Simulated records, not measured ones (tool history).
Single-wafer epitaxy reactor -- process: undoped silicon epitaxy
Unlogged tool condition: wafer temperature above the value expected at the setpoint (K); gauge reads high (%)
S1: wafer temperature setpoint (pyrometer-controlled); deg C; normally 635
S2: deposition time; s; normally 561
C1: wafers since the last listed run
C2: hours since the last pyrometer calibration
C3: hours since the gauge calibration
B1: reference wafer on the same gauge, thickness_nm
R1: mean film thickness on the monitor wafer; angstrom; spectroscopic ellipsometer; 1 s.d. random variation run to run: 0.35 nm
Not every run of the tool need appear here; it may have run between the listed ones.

Run 1, hour 0.0: usual settings; C1 0; C2 591.7; C3 1538.1; B1 61.757. Result: R1 685.84 angstrom.
Run 2, hour 82.4: usual settings; C1 224; C2 674.1; C3 1620.5; B1 61.830. Result: R1 691.30 angstrom.
Run 3, hour 176.3: usual settings; C1 255; C2 768.0; C3 1714.4; B1 61.771. Result: R1 687.14 angstrom.
Run 4, hour 245.2: usual settings; C1 187; C2 836.9; C3 1783.3; B1 61.734. Result: R1 693.57 angstrom.
Run 5, hour 335.8: usual settings; C1 246; C2 927.5; C3 1873.9; B1 61.723. Result: R1 698.80 angstrom.
Run 6, hour 372.2: usual settings but S2 587 s; C1 98; C2 963.9; C3 1910.3; B1 61.835. Result: R1 733.96 angstrom.
At hour 459.3: pyrometer calibrated.
Run 7, hour 461.9: usual settings but S1 629 deg C; C1 222; C2 2.6; C3 2000.0; B1 61.866. Result: R1 583.63 angstrom.
Run 8, hour 501.7: usual settings but S1 629 deg C; C1 108; C2 42.4; C3 2039.8; B1 61.783. Result: R1 575.13 angstrom.
Run 9, hour 549.6: usual settings but S1 629 deg C; C1 130; C2 90.3; C3 2087.7; B1 61.832. Result: R1 578.29 angstrom.
Run 10, hour 651.0: usual settings; C1 275; C2 191.7; C3 2189.1; B1 61.812. Result: R1 656.07 angstrom.
Run 11, hour 702.6: usual settings; C1 140; C2 243.3; C3 2240.7; B1 61.700. Result: R1 664.50 angstrom.
Run 12, hour 759.2: usual settings; C1 153; C2 299.9; C3 2297.3; B1 61.718. Result: R1 664.14 angstrom.
Run 13, hour 856.4: usual settings; C1 264; C2 397.1; C3 2394.5; B1 61.706. Result: R1 678.36 angstrom.
Run 14, hour 919.8: usual settings; C1 172; C2 460.5; C3 2457.9; B1 61.914. Result: R1 669.46 angstrom.
Run 15, hour 992.3: usual settings; C1 197; C2 533.0; C3 2530.4; B1 61.810. Result: R1 671.48 angstrom.
At hour 1041.1: gauge calibrated.
Run 16, hour 1068.8: usual settings; C1 208; C2 609.5; C3 27.7; B1 61.820. Result: R1 683.99 angstrom.
Run 17, hour 1106.8: usual settings; C1 103; C2 647.5; C3 65.7; B1 61.799. Result: R1 683.87 angstrom.
Run 18, hour 1203.2: usual settings; C1 262; C2 743.9; C3 162.1; B1 61.831. Result: R1 690.25 angstrom.
Run 19, hour 1296.1: usual settings; C1 252; C2 836.8; C3 255.0; B1 61.916. Result: R1 684.89 angstrom.
At hour 1492.2: pyrometer calibrated.
Run 20, hour 1590.2: usual settings; C1 777; C2 98.0; C3 549.1; B1 61.792. Result: R1 728.33 angstrom.
Run 21, hour 1641.6: usual settings but S2 483 s; C1 139; C2 149.4; C3 600.5; B1 61.789. Result: R1 630.74 angstrom.
Run 22, hour 1828.6: usual settings but S1 642 deg C, S2 662 s; C1 508; C2 336.4; C3 787.5; B1 61.818. Result: R1 1004.58 angstrom.
Run 23, hour 1926.0: usual settings but S1 620 deg C, S2 654 s; C1 264; C2 433.8; C3 884.9; B1 61.844. Result: R1 641.66 angstrom.
At hour 2026.7: pyrometer calibrated, repeated, since the last time left the tool worse.
Run 24, hour 2027.2: usual settings but S1 647 deg C; C1 253; C2 0.5; C3 986.1; B1 61.789. Result: R1 809.93 angstrom.
Run 25, hour 2080.7: usual settings but S1 649 deg C, S2 451 s; C1 145; C2 54.0; C3 1039.6; B1 61.728. Result: R1 687.72 angstrom.
Run 26, hour 2124.1: usual settings but S1 631 deg C; C1 118; C2 97.4; C3 1083.0; B1 61.817. Result: R1 604.78 angstrom.
Run 27, hour 2189.4: usual settings but S1 641 deg C, S2 617 s; C1 177; C2 162.7; C3 1148.3; B1 61.747. Result: R1 802.44 angstrom.
Run 28, hour 2229.3: usual settings but S2 474 s; C1 108; C2 202.6; C3 1188.2; B1 61.795. Result: R1 556.35 angstrom.
Run 29, hour 2307.1: usual settings but S1 643 deg C, S2 512 s; C1 211; C2 280.4; C3 1266.0; B1 61.696. Result: R1 700.91 angstrom.
Run 30, hour 2513.2: usual settings but S1 629 deg C; C1 560; C2 486.5; C3 1472.1; B1 61.874. Result: R1 592.75 angstrom.
Run 31, hour 2585.5: usual settings but S1 644 deg C, S2 602 s; C1 196; C2 558.8; C3 1544.4; B1 61.774. Result: R1 853.79 angstrom.
Run 32, hour 2622.3: usual settings but S1 641 deg C; C1 100; C2 595.6; C3 1581.2; B1 61.846. Result: R1 751.74 angstrom.
Run 33, hour 2671.4: usual settings but S2 452 s; C1 133; C2 644.7; C3 1630.3; B1 61.792. Result: R1 546.47 angstrom.
Run 34, hour 2743.7: usual settings but S2 515 s; C1 196; C2 717.0; C3 1702.6; B1 61.787. Result: R1 620.63 angstrom.
Run 35, hour 2844.9: usual settings but S1 640 deg C; C1 275; C2 818.2; C3 1803.8; B1 61.802. Result: R1 751.51 angstrom.
Run 36, hour 2927.7: usual settings; C1 225; C2 901.0; C3 1886.6; B1 61.787. Result: R1 682.56 angstrom.
At hour 2943.9: pyrometer calibrated.
Run 37, hour 3009.9: usual settings but S2 508 s; C1 201; C2 66.0; C3 1968.8; B1 61.818. Result: R1 589.71 angstrom.
Run 38, hour 3079.9: usual settings; C1 190; C2 136.0; C3 2038.8; B1 61.811. Result: R1 658.35 angstrom.
Run 39, hour 3121.5: usual settings but S1 622 deg C, S2 635 s; C1 113; C2 177.6; C3 2080.4; B1 61.853. Result: R1 572.30 angstrom.
Run 40, hour 3201.2: usual settings but S1 641 deg C, S2 617 s; C1 216; C2 257.3; C3 2160.1; B1 61.797. Result: R1 814.95 angstrom.
Run 41, hour 3280.6: usual settings but S1 623 deg C, S2 532 s; C1 215; C2 336.7; C3 2239.5; B1 61.822. Result: R1 490.61 angstrom.
Run 42, hour 3368.6: usual settings but S1 642 deg C; C1 239; C2 424.7; C3 2327.5; B1 61.838. Result: R1 768.37 angstrom.

Consider 5 possible next runs. They are alternatives, not a sequence: every one starts from the tool as it was left by run 42. What does each give?
Run A, hour 3369.2: usual settings but S2 507 s; C1 1; C2 425.3; C3 2328.1; B1 ?. Result: R1 ?.
Run B, hour 3369.2: usual settings but S1 643 deg C, S2 475 s; C1 1; C2 425.3; C3 2328.1; B1 ?. Result: R1 ?.
Run C, hour 3369.2: usual settings but S1 639 deg C, S2 511 s; C1 1; C2 425.3; C3 2328.1; B1 ?. Result: R1 ?.
Run D, hour 3369.2: usual settings but S2 455 s; C1 1; C2 425.3; C3 2328.1; B1 ?. Result: R1 ?.
Run E, hour 3369.2: usual settings but S1 623 deg C, S2 606 s; C1 1; C2 425.3; C3 2328.1; B1 ?. Result: R1 ?.

run      B1      R1
  A  61.889  602.40
  B  61.889  660.19
  C  61.889  656.87
  D  61.889  540.61
  E  61.889  566.50
Stripped of hidden state, with their random variation kept, the same runs would have yielded:
run      R1
  A  583.94
  B  640.26
  C  636.89
  D  524.05
  E  548.74
